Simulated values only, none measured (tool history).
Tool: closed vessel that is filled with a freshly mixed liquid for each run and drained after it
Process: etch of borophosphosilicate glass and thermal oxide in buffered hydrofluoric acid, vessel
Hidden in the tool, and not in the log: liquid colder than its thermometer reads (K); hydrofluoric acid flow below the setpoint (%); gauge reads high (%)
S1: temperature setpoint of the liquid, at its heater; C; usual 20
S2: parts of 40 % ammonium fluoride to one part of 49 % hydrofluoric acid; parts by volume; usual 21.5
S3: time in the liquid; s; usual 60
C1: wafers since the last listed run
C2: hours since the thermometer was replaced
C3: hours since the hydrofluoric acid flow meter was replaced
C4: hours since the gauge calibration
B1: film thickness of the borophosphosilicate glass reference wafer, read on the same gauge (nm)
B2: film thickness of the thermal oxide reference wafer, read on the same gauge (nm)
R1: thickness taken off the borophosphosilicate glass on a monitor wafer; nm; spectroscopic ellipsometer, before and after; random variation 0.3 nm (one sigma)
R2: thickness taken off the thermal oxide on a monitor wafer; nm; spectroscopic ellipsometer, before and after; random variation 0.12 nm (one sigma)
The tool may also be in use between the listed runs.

run	hour	S1	S2	S3	C1	C2	C3	C4	B1	B2	R1	R2
1	0	20	21.5	60	0	1214.7	259.3	625.8	130	79.98	25.81	21.75
2	35.6	20	15.5	50	2230	1250.3	294.9	661.4	130.03	79.99	28.03	23.55
3	55.9	20	15.5	50	1271	1270.6	315.2	681.7	130	79.99	27.74	23.33
4	69.7	20	15.5	50	864	1284.4	329	695.5	129.98	79.98	27.75	23.25
5	84.4	20	29.5	40	920	1299.1	343.7	710.2	130.03	80.01	13.23	11.15
6	105.3	20	19	60	1309	1320	364.6	731.1	130	80	27.4	22.9
# hour 152.4: thermometer replaced
7	152.9	20	21.5	60	2919	0.5	412.2	778.7	130.01	79.98	29.51	24.67
8	181.2	20	21.5	60	1772	28.8	440.5	807	130.04	80.02	28.82	24.52
# hour 188.5: gauge calibrated
9	196.4	17	14	45	952	44	455.7	7.9	130.02	80.02	26.57	22.23
10	220.2	22.5	21.5	60	1491	67.8	479.5	31.7	129.99	80	33.26	27.92
11	240.7	20	24	30	1284	88.3	500	52.2	129.98	80.03	13.3	11.07
12	253.4	17	25.5	40	795	101	512.7	64.9	129.96	79.95	14.1	12.05
13	276	20	21.5	60	1415	123.6	535.3	87.5	130.03	80.01	28.35	24.15
14	311.5	17.5	19	85	2224	159.1	570.8	123	130	80	38.05	31.75
15	339.3	20	21.5	60	1741	186.9	598.6	150.8	129.99	80	28.03	23.62
# hour 359.2: hydrofluoric acid flow meter replaced
16	373.4	18.5	21.5	85	2073	221	14.2	184.9	129.97	80.01	39.58	32.81
17	464.6	20	21.5	60	5713	312.2	105.4	276.1	130	80.01	29.56	24.77
18	496.9	18	21.5	60	2023	344.5	137.7	308.4	130.02	80.02	25.83	22.11
19	518.9	18	24	60	1378	366.5	159.7	330.4	130.01	79.99	24.33	20.35
20	536.8	17	25.5	75	1121	384.4	177.6	348.3	129.97	80	26.99	22.6
21	560.7	17	18	45	1497	408.3	201.5	372.2	129.96	80.02	21.07	17.79
22	576.7	17	13	60	1002	424.3	217.5	388.2	130	79.98	38.15	32.11
23	595.5	21.5	16	35	1177	443.1	236.3	407	129.96	80.02	23.57	19.73
24	623.2	20	21.5	60	1735	470.8	264	434.7	129.94	79.98	28.18	23.9
25	649.6	20	21.5	30	1653	497.2	290.4	461.1	129.94	80.02	14.12	11.88

Forecast each of these 4 alternatives for the next run:
A	650.3	20	21.5	60	43	497.9	291.1	461.8	?	?	?	?
B	650.3	18.5	17	75	43	497.9	291.1	461.8	?	?	?	?
C	650.3	20	21.5	40	43	497.9	291.1	461.8	?	?	?	?
D	650.3	17	13.5	35	43	497.9	291.1	461.8	?	?	?	?

run	B1	B2	R1	R2
A	130	80.04	28.44	23.86
B	130	80.04	39.54	33.11
C	130	80.04	18.96	15.9
D	130	80.04	21.3	17.8
Without the tool's hidden state the same runs would have given:
run	R1	R2
A	31.34	26.3
B	44.51	37.28
C	20.89	17.53
D	23.98	20.04

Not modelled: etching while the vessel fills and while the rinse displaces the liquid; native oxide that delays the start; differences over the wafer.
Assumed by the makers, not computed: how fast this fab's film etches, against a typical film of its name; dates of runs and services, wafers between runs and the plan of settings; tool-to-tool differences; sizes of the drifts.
